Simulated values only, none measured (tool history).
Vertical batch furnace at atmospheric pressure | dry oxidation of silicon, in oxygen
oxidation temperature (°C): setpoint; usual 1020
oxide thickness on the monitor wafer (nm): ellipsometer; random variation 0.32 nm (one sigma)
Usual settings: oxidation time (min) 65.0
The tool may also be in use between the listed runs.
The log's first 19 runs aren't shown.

run,hour,oxidation temperature (°C),oxidation time (min),wafers since the last listed run,hours since the last temperature calibration,hours since the boat lift was adjusted,hours since the gauge calibration,"read-back reference wafer on the same gauge, thickness",oxide thickness on the monitor wafer (nm)
# hour 1168.4: gauge calibrated
20,1186.1,1020,75.0,662,2089.9,298.8,17.7,62.03,80.36
21,1223.1,1040,56.0,765,2126.9,335.8,54.7,62.13,75.49
22,1291.7,1020,53.0,1420,2195.5,404.4,123.3,62.06,63.28
# hour 1331.6: boat lift adjusted, repeated, since the last time left the tool worse
23,1353.7,1020,65.0,786,2257.5,22.1,185.3,62.07,75.07
24,1424.0,1020,65.0,1455,2327.8,92.4,255.6,62.04,75.74
# hour 1448.5: thermocouples replaced and temperature profile calibrated
25,1452.7,1020,43.0,97,4.2,121.1,284.3,62.12,57.72
26,1497.5,1030,36.5,927,49.0,165.9,329.1,62.01,55.12
27,1554.2,1020,65.0,1173,105.7,222.6,385.8,62.05,75.64
28,1602.9,1020,65.0,1008,154.4,271.3,434.5,62.05,75.33
29,1627.7,1020,65.0,513,179.2,296.1,459.3,62.10,75.99
30,1656.9,1031,33.5,604,208.4,325.3,488.5,62.10,52.96
31,1857.2,1041,97.0,4146,408.7,525.6,688.8,62.22,109.70
32,1889.5,1020,55.5,668,441.0,557.9,721.1,62.18,68.16
33,1918.5,1008,81.5,600,470.0,586.9,750.1,62.05,79.89
34,1981.2,1020,65.0,1297,532.7,649.6,812.8,62.16,75.46
35,2018.0,1014,78.0,761,569.5,686.4,849.6,62.23,81.46
36,2048.3,1040,50.0,627,599.8,716.7,879.9,62.10,71.76
37,2088.9,1020,65.0,840,640.4,757.3,920.5,62.07,75.48
38,2141.4,1020,45.0,1086,692.9,809.8,973.0,62.02,59.41
39,2205.3,1031,54.0,1322,756.8,873.7,1036.9,62.06,71.86

4 ways to go on from here, each from the tool as it stands after run 39. What would each give?
A,2209.8,1020,53.5,93,761.3,878.2,1041.4,?,?
B,2209.8,1029,57.0,93,761.3,878.2,1041.4,?,?
C,2209.8,1020,93.5,93,761.3,878.2,1041.4,?,?
D,2209.8,1028,65.0,93,761.3,878.2,1041.4,?,?

run,"read-back reference wafer on the same gauge, thickness",oxide thickness on the monitor wafer (nm)
A,62.15,66.32
B,62.15,73.33
C,62.15,94.95
D,62.15,79.29
Without the tool's hidden state the same runs would have given:
run,oxide thickness on the monitor wafer (nm)
A,66.57
B,73.58
C,95.29
D,79.56
